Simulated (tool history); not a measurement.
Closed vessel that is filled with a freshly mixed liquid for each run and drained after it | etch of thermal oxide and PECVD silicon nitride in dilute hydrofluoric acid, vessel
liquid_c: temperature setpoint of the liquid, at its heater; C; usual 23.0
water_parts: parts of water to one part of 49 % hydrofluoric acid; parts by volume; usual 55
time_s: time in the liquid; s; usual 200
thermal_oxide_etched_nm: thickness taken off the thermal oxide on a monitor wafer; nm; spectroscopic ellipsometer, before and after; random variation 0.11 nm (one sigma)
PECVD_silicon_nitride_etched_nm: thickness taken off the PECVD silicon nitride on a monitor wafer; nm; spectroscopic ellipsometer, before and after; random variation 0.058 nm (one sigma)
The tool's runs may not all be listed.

| run | hour | liquid_c | water_parts | time_s | read-back film thickness of the thermal oxide reference wafer, read on the same gauge (nm) | read-back film thickness of the PECVD silicon nitride reference wafer, read on the same gauge (nm) | thermal_oxide_etched_nm | PECVD_silicon_nitride_etched_nm |
|---|---|---|---|---|---|---|---|---|
| 1 | 0.0 | 23.0 | 55 | 200 | 140.00 | 150.00 | 19.74 | 11.33 |
|  | 2.0 | thermometer replaced |
| 2 | 22.5 | 28.0 | 35 | 255 | 140.00 | 149.96 | 48.38 | 29.50 |
| 3 | 57.6 | 23.0 | 55 | 200 | 140.00 | 150.00 | 19.29 | 10.60 |
|  | 86.2 | gauge calibrated |
| 4 | 93.1 | 19.5 | 45 | 200 | 140.03 | 149.97 | 20.60 | 10.25 |
| 5 | 115.8 | 23.0 | 65 | 295 | 140.01 | 149.98 | 23.80 | 13.43 |
| 6 | 138.0 | 24.5 | 35 | 250 | 140.00 | 150.03 | 41.19 | 22.98 |
| 7 | 175.3 | 26.5 | 55 | 200 | 140.00 | 150.05 | 22.39 | 13.48 |
| 8 | 201.1 | 23.0 | 55 | 200 | 140.00 | 150.05 | 19.46 | 10.73 |
| 9 | 217.8 | 23.0 | 55 | 200 | 140.00 | 150.02 | 19.52 | 10.78 |
|  | 246.7 | hydrofluoric acid flow meter replaced |
| 10 | 247.2 | 20.5 | 75 | 230 | 140.00 | 149.99 | 14.24 | 7.56 |
| 11 | 267.8 | 23.0 | 55 | 200 | 140.00 | 149.98 | 19.08 | 10.54 |
| 12 | 285.7 | 18.0 | 55 | 200 | 139.99 | 149.97 | 15.61 | 7.60 |
| 13 | 312.7 | 23.0 | 55 | 200 | 140.01 | 149.97 | 19.28 | 10.78 |
| 14 | 330.9 | 27.0 | 55 | 200 | 140.02 | 149.97 | 22.68 | 13.87 |
| 15 | 349.9 | 23.0 | 55 | 200 | 139.96 | 149.94 | 19.25 | 10.82 |
| 16 | 368.1 | 19.5 | 45 | 110 | 140.01 | 150.04 | 11.29 | 5.65 |
| 17 | 388.7 | 23.0 | 55 | 200 | 139.99 | 149.99 | 19.32 | 10.76 |
| 18 | 418.5 | 24.5 | 40 | 200 | 140.00 | 150.00 | 29.05 | 16.22 |
| 19 | 436.4 | 20.5 | 55 | 200 | 140.00 | 150.00 | 17.58 | 9.16 |
| 20 | 463.0 | 18.5 | 25 | 140 | 139.99 | 149.98 | 25.68 | 11.89 |
| 21 | 498.0 | 23.0 | 25 | 310 | 140.01 | 150.07 | 68.77 | 36.25 |
| 22 | 510.4 | 23.0 | 55 | 200 | 139.98 | 150.03 | 19.48 | 10.94 |
| 23 | 537.1 | 26.5 | 55 | 245 | 139.99 | 149.97 | 27.65 | 16.80 |
| 24 | 561.9 | 23.0 | 55 | 200 | 140.00 | 150.07 | 19.79 | 10.86 |

Forecast each of these 5 alternatives for the next run:
| A | 562.6 | 23.0 | 55 | 200 | ? | ? | ? | ? |
| B | 562.6 | 18.5 | 65 | 110 | ? | ? | ? | ? |
| C | 562.6 | 18.5 | 55 | 90 | ? | ? | ? | ? |
| D | 562.6 | 19.5 | 55 | 315 | ? | ? | ? | ? |
| E | 562.6 | 25.5 | 70 | 115 | ? | ? | ? | ? |

| run | read-back film thickness of the thermal oxide reference wafer, read on the same gauge (nm) | read-back film thickness of the PECVD silicon nitride reference wafer, read on the same gauge (nm) | thermal_oxide_etched_nm | PECVD_silicon_nitride_etched_nm |
|---|---|---|---|---|
| A | 139.99 | 149.99 | 19.76 | 10.83 |
| B | 139.99 | 149.99 | 7.53 | 3.72 |
| C | 139.99 | 149.99 | 7.36 | 3.58 |
| D | 139.99 | 149.99 | 26.89 | 13.43 |
| E | 139.99 | 149.99 | 9.69 | 5.81 |
Without the tool's hidden state the same runs would have given:
| run | thermal_oxide_etched_nm | PECVD_silicon_nitride_etched_nm |
|---|---|---|
| A | 18.76 | 10.18 |
| B | 7.14 | 3.49 |
| C | 6.99 | 3.36 |
| D | 25.51 | 12.61 |
| E | 9.20 | 5.46 |
